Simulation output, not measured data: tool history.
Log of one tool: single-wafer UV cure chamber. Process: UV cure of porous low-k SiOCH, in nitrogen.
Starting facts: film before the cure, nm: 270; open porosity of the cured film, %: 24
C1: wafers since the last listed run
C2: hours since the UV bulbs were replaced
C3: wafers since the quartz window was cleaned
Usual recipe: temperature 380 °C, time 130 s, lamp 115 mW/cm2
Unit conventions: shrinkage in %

{"run": 1, "day": 0.0, "temperature": 380, "time": 130, "lamp": 115, "C1": 0, "C2": 1503.3, "C3": 2625, "shrinkage": 8.211}
{"run": 2, "day": 1.379, "temperature": 380, "time": 130, "lamp": 115, "C1": 214, "C2": 1536.4, "C3": 2840, "shrinkage": 8.067}
{"run": 3, "day": 2.367, "temperature": 380, "time": 130, "lamp": 115, "C1": 153, "C2": 1560.1, "C3": 2993, "shrinkage": 7.887}
{"day": 3.108, "done": "quartz window cleaned"}
{"run": 4, "day": 3.475, "temperature": 380, "time": 130, "lamp": 115, "C1": 120, "C2": 1586.7, "C3": 56, "shrinkage": 8.73}
{"run": 5, "day": 4.704, "temperature": 380, "time": 130, "lamp": 115, "C1": 191, "C2": 1616.2, "C3": 248, "shrinkage": 8.582}
{"run": 6, "day": 5.667, "temperature": 380, "time": 130, "lamp": 115, "C1": 149, "C2": 1639.3, "C3": 397, "shrinkage": 8.431}
{"run": 7, "day": 6.488, "temperature": 380, "time": 130, "lamp": 115, "C1": 127, "C2": 1659, "C3": 525, "shrinkage": 8.203}
{"run": 8, "day": 7.3, "temperature": 380, "time": 130, "lamp": 115, "C1": 126, "C2": 1678.5, "C3": 651, "shrinkage": 8.319}
{"run": 9, "day": 8.579, "temperature": 380, "time": 130, "lamp": 115, "C1": 198, "C2": 1709.2, "C3": 850, "shrinkage": 8.347}
{"run": 10, "day": 9.779, "temperature": 391, "time": 130, "lamp": 115, "C1": 186, "C2": 1738, "C3": 1037, "shrinkage": 8.409}
{"run": 11, "day": 10.554, "temperature": 391, "time": 130, "lamp": 115, "C1": 120, "C2": 1756.6, "C3": 1158, "shrinkage": 8.185}
{"run": 12, "day": 11.446, "temperature": 391, "time": 130, "lamp": 115, "C1": 138, "C2": 1778, "C3": 1296, "shrinkage": 8.033}
{"run": 13, "day": 12.825, "temperature": 365, "time": 130, "lamp": 115, "C1": 214, "C2": 1811.1, "C3": 1511, "shrinkage": 7.841}
{"run": 14, "day": 14.021, "temperature": 380, "time": 130, "lamp": 115, "C1": 186, "C2": 1839.8, "C3": 1697, "shrinkage": 7.833}
{"run": 15, "day": 14.942, "temperature": 380, "time": 130, "lamp": 115, "C1": 143, "C2": 1861.9, "C3": 1840, "shrinkage": 7.742}
{"run": 16, "day": 15.529, "temperature": 371, "time": 130, "lamp": 95, "C1": 91, "C2": 1876, "C3": 1931, "shrinkage": 6.773}
{"run": 17, "day": 16.533, "temperature": 369, "time": 175, "lamp": 88, "C1": 156, "C2": 1900.1, "C3": 2088, "shrinkage": 7.694}
{"run": 18, "day": 17.304, "temperature": 392, "time": 195, "lamp": 135, "C1": 119, "C2": 1918.6, "C3": 2208, "shrinkage": 10.551}
{"day": 20.438, "done": "UV bulbs replaced"}
{"run": 19, "day": 20.779, "temperature": 380, "time": 130, "lamp": 79, "C1": 488, "C2": 8.2, "C3": 2696, "shrinkage": 8.013}
{"day": 22.267, "done": "quartz window cleaned"}
{"run": 20, "day": 22.288, "temperature": 380, "time": 130, "lamp": 115, "C1": 182, "C2": 44.4, "C3": 3, "shrinkage": 10.418}
{"run": 21, "day": 23.567, "temperature": 374, "time": 155, "lamp": 102, "C1": 198, "C2": 75.1, "C3": 202, "shrinkage": 10.776}
{"run": 22, "day": 24.471, "temperature": 391, "time": 55, "lamp": 141, "C1": 140, "C2": 96.8, "C3": 342, "shrinkage": 7.547}
{"run": 23, "day": 25.629, "temperature": 380, "time": 180, "lamp": 115, "C1": 180, "C2": 124.6, "C3": 523, "shrinkage": 11.654}
{"run": 24, "day": 26.821, "temperature": 392, "time": 130, "lamp": 145, "C1": 185, "C2": 153.2, "C3": 708, "shrinkage": 11.384}
{"run": 25, "day": 27.721, "temperature": 390, "time": 70, "lamp": 104, "C1": 140, "C2": 174.8, "C3": 848, "shrinkage": 7.211}
{"run": 26, "day": 29.821, "temperature": 380, "time": 130, "lamp": 115, "C1": 326, "C2": 225.2, "C3": 1175, "shrinkage": 9.684}
{"run": 27, "day": 31.788, "temperature": 380, "time": 130, "lamp": 131, "C1": 305, "C2": 272.4, "C3": 1481, "shrinkage": 10.487}
{"run": 28, "day": 32.7, "temperature": 380, "time": 130, "lamp": 115, "C1": 141, "C2": 294.3, "C3": 1623, "shrinkage": 9.689}
{"run": 29, "day": 33.288, "temperature": 380, "time": 205, "lamp": 81, "C1": 91, "C2": 308.4, "C3": 1714, "shrinkage": 10.053}
{"run": 30, "day": 33.983, "temperature": 398, "time": 65, "lamp": 78, "C1": 108, "C2": 325.1, "C3": 1822, "shrinkage": 5.45}
{"run": 31, "day": 34.654, "temperature": 380, "time": 130, "lamp": 115, "C1": 104, "C2": 341.2, "C3": 1927, "shrinkage": 9.57}

3 options for the next run, each taken on its own from the tool as it stands now. Forecast them:
{"run": "A", "day": 34.675, "temperature": 380, "time": 130, "lamp": 115, "C1": 3, "C2": 341.7, "C3": 1930, "shrinkage": "?"}
{"run": "B", "day": 34.675, "temperature": 390, "time": 160, "lamp": 148, "C1": 3, "C2": 341.7, "C3": 1930, "shrinkage": "?"}
{"run": "C", "day": 34.675, "temperature": 380, "time": 130, "lamp": 96, "C1": 3, "C2": 341.7, "C3": 1930, "shrinkage": "?"}

run=A shrinkage=9.837
run=B shrinkage=12.202
run=C shrinkage=9.01
What these runs would have given with no unlogged condition in the tool:
run=A shrinkage=10.812
run=B shrinkage=13.228
run=C shrinkage=9.969
